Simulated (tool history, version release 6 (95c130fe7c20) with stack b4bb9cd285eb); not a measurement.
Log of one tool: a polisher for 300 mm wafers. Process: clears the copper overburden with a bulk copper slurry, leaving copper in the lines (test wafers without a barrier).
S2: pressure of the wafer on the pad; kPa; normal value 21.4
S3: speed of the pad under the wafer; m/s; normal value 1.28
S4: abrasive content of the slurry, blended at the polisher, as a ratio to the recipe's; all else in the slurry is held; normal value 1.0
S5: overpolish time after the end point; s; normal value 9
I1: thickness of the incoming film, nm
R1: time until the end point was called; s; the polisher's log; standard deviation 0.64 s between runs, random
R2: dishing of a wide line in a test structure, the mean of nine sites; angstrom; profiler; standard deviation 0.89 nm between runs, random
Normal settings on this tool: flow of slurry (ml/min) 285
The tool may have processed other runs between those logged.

Run 1, hour 0.0: usual settings; I1 628.1. Result: R1 47.2 s, R2 497 angstrom.
At hour 6.5: worn pad replaced by a new one.
Run 2, hour 34.9: usual settings; I1 621.5. Result: R1 46.7 s, R2 496 angstrom.
Run 3, hour 68.5: usual settings; I1 625.5. Result: R1 47.5 s, R2 512 angstrom.
Run 4, hour 87.8: usual settings; I1 610.7. Result: R1 46.4 s, R2 489 angstrom.
Run 5, hour 100.9: usual settings; I1 615.1. Result: R1 47.1 s, R2 499 angstrom.
At hour 117.6: worn pad replaced by a new one.
Run 6, hour 118.1: usual settings; I1 623.0. Result: R1 47.9 s, R2 505 angstrom.
Run 7, hour 152.4: usual settings; I1 625.4. Result: R1 48.3 s, R2 495 angstrom.
Run 8, hour 182.1: usual settings; I1 617.9. Result: R1 49.1 s, R2 501 angstrom.
At hour 196.6: slurry nozzle cleaned.
Run 9, hour 206.0: usual settings; I1 613.5. Result: R1 47.7 s, R2 491 angstrom.
At hour 218.7: slurry blender recalibrated.
At hour 228.1: worn pad replaced by a new one.
Run 10, hour 228.6: usual settings; I1 619.4. Result: R1 48.9 s, R2 500 angstrom.
Run 11, hour 240.6: usual settings but S2 27.6 kPa, S3 1.68 m/s; I1 616.6. Result: R1 28.3 s, R2 636 angstrom.
Run 12, hour 267.7: usual settings but S2 16.5 kPa, S3 0.88 m/s, S5 5 s; I1 618.8. Result: R1 94.4 s, R2 208 angstrom.
Run 13, hour 301.8: usual settings but S2 14.5 kPa, S5 11 s; I1 628.3. Result: R1 73.2 s, R2 427 angstrom.
At hour 308.9: head pressure recalibrated.
Run 14, hour 336.8: usual settings but flow of slurry (ml/min) 200, S3 1.58 m/s, S4 0.8; I1 620.5. Result: R1 47.4 s, R2 509 angstrom.

Forecast run 15:
Run 15, hour 352.8: usual settings but S5 7 s; I1 632.0. Result: R1 ?, R2 ?.

For run 15 the tool returned R1 52.5 s, R2 418 angstrom.
Without the tool's hidden state the same run would have given R1 46.9 s, R2 451 angstrom.
